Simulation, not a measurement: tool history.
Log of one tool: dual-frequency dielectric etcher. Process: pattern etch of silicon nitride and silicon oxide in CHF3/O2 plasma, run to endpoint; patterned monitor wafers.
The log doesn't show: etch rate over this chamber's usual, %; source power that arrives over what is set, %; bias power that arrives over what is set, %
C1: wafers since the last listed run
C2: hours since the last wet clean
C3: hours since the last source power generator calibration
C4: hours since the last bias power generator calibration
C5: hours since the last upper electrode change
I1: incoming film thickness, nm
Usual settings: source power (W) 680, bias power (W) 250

Run 1, day 0.000: usual settings; C1 0; C2 410.1; C3 2153.9; C4 882.5; C5 2453.1; I1 302.1. Result: endpoint time (s) 199.7.
At day 4.117: wet clean of the chamber.
Run 2, day 4.338: usual settings; C1 728; C2 5.3; C3 2258.0; C4 986.6; C5 2557.2; I1 303.9. Result: endpoint time (s) 194.2.
Run 3, day 6.983: usual settings; C1 577; C2 68.8; C3 2321.5; C4 1050.1; C5 2620.7; I1 301.2. Result: endpoint time (s) 190.4.
Run 4, day 10.012: usual settings; C1 661; C2 141.5; C3 2394.2; C4 1122.8; C5 2693.4; I1 303.6. Result: endpoint time (s) 196.8.
Run 5, day 13.321: usual settings but bias power (W) 289; C1 722; C2 220.9; C3 2473.6; C4 1202.2; C5 2772.8; I1 302.1. Result: endpoint time (s) 185.6.
Run 6, day 15.233: usual settings but bias power (W) 289; C1 417; C2 266.8; C3 2519.5; C4 1248.1; C5 2818.7; I1 304.6. Result: endpoint time (s) 191.4.
Run 7, day 18.817: usual settings but bias power (W) 280; C1 782; C2 352.8; C3 2605.5; C4 1334.1; C5 2904.7; I1 302.6. Result: endpoint time (s) 190.6.
Run 8, day 21.212: usual settings; C1 523; C2 410.3; C3 2663.0; C4 1391.6; C5 2962.2; I1 300.7. Result: endpoint time (s) 199.3.
At day 22.992: wet clean of the chamber.
Run 9, day 24.550: usual settings but bias power (W) 214; C1 510; C2 37.4; C3 2743.1; C4 1471.7; C5 3042.3; I1 303.3. Result: endpoint time (s) 204.4.
Run 10, day 26.758: usual settings but bias power (W) 214; C1 482; C2 90.4; C3 2796.1; C4 1524.7; C5 3095.3; I1 302.1. Result: endpoint time (s) 205.0.
Run 11, day 29.250: usual settings but bias power (W) 214; C1 544; C2 150.2; C3 2855.9; C4 1584.5; C5 3155.1; I1 299.1. Result: endpoint time (s) 201.9.
Run 12, day 31.988: usual settings but source power (W) 580; C1 597; C2 215.9; C3 2921.6; C4 1650.2; C5 3220.8; I1 303.5. Result: endpoint time (s) 208.5.
Run 13, day 36.317: usual settings but bias power (W) 278; C1 945; C2 319.8; C3 3025.5; C4 1754.1; C5 3324.7; I1 306.0. Result: endpoint time (s) 195.0.
Run 14, day 39.125: usual settings; C1 613; C2 387.2; C3 3092.9; C4 1821.5; C5 3392.1; I1 301.6. Result: endpoint time (s) 201.5.
Run 15, day 43.588: usual settings; C1 974; C2 494.3; C3 3200.0; C4 1928.6; C5 3499.2; I1 304.0. Result: endpoint time (s) 205.8.
At day 47.104: wet clean of the chamber.
Run 16, day 47.125: usual settings; C1 554; C2 0.5; C3 3284.9; C4 2013.5; C5 3584.1; I1 300.9. Result: endpoint time (s) 192.3.
Run 17, day 50.254: usual settings; C1 683; C2 75.6; C3 3360.0; C4 2088.6; C5 3659.2; I1 300.8. Result: endpoint time (s) 192.8.
Run 18, day 60.154: usual settings; C1 2162; C2 313.2; C3 3597.6; C4 2326.2; C5 3896.8; I1 301.9. Result: endpoint time (s) 196.1.
Run 19, day 63.033: usual settings; C1 628; C2 382.3; C3 3666.7; C4 2395.3; C5 3965.9; I1 303.7. Result: endpoint time (s) 200.8.
At day 66.150: bias power generator calibrated.
At day 67.154: wet clean of the chamber.
Run 20, day 69.567: usual settings but source power (W) 840; C1 1172; C2 57.9; C3 3823.5; C4 82.0; C5 4122.7; I1 302.2. Result: endpoint time (s) 181.6.
At day 72.683: upper electrode replaced.
Run 21, day 72.704: usual settings but source power (W) 770, bias power (W) 295; C1 466; C2 133.2; C3 3898.8; C4 157.3; C5 0.5; I1 301.9. Result: endpoint time (s) 175.5.
Run 22, day 74.458: usual settings but source power (W) 740; C1 383; C2 175.3; C3 3940.9; C4 199.4; C5 42.6; I1 300.2. Result: endpoint time (s) 188.5.
Run 23, day 76.329: usual settings but source power (W) 580, bias power (W) 303; C1 408; C2 220.2; C3 3985.8; C4 244.3; C5 87.5; I1 301.1. Result: endpoint time (s) 194.8.
At day 78.625: source power generator calibrated.
Run 24, day 79.579: usual settings; C1 673; C2 298.2; C3 22.9; C4 322.3; C5 165.5; I1 303.6. Result: endpoint time (s) 200.7.
Run 25, day 81.092: usual settings but source power (W) 840, bias power (W) 288; C1 330; C2 334.5; C3 59.2; C4 358.6; C5 201.8; I1 302.6. Result: endpoint time (s) 177.2.
Run 26, day 83.504: usual settings but source power (W) 520, bias power (W) 234; C1 526; C2 392.4; C3 117.1; C4 416.5; C5 259.7; I1 301.5. Result: endpoint time (s) 222.2.
At day 86.625: wet clean of the chamber.
Run 27, day 86.646: usual settings but source power (W) 750, bias power (W) 285; C1 467; C2 0.5; C3 192.5; C4 491.9; C5 335.1; I1 303.8. Result: endpoint time (s) 181.2.
Run 28, day 90.321: usual settings but bias power (W) 284; C1 802; C2 88.7; C3 280.7; C4 580.1; C5 423.3; I1 302.1. Result: endpoint time (s) 189.6.
Run 29, day 91.850: usual settings but source power (W) 570; C1 333; C2 125.4; C3 317.4; C4 616.8; C5 460.0; I1 305.3. Result: endpoint time (s) 211.9.
Run 30, day 95.879: usual settings; C1 879; C2 222.1; C3 414.1; C4 713.5; C5 556.7; I1 303.6. Result: endpoint time (s) 200.3.
Run 31, day 99.088: usual settings but source power (W) 630; C1 700; C2 299.1; C3 491.1; C4 790.5; C5 633.7; I1 303.3. Result: endpoint time (s) 207.3.

Run 32 comes next. What will it give?
Run 32, day 102.054: usual settings; C1 647; C2 370.3; C3 562.3; C4 861.7; C5 704.9; I1 303.5. Result: endpoint time (s) ?.

{"run 32": {"endpoint time (s)": 202.2}}
Without the tool's hidden state the same run would have given endpoint time (s) 193.5.

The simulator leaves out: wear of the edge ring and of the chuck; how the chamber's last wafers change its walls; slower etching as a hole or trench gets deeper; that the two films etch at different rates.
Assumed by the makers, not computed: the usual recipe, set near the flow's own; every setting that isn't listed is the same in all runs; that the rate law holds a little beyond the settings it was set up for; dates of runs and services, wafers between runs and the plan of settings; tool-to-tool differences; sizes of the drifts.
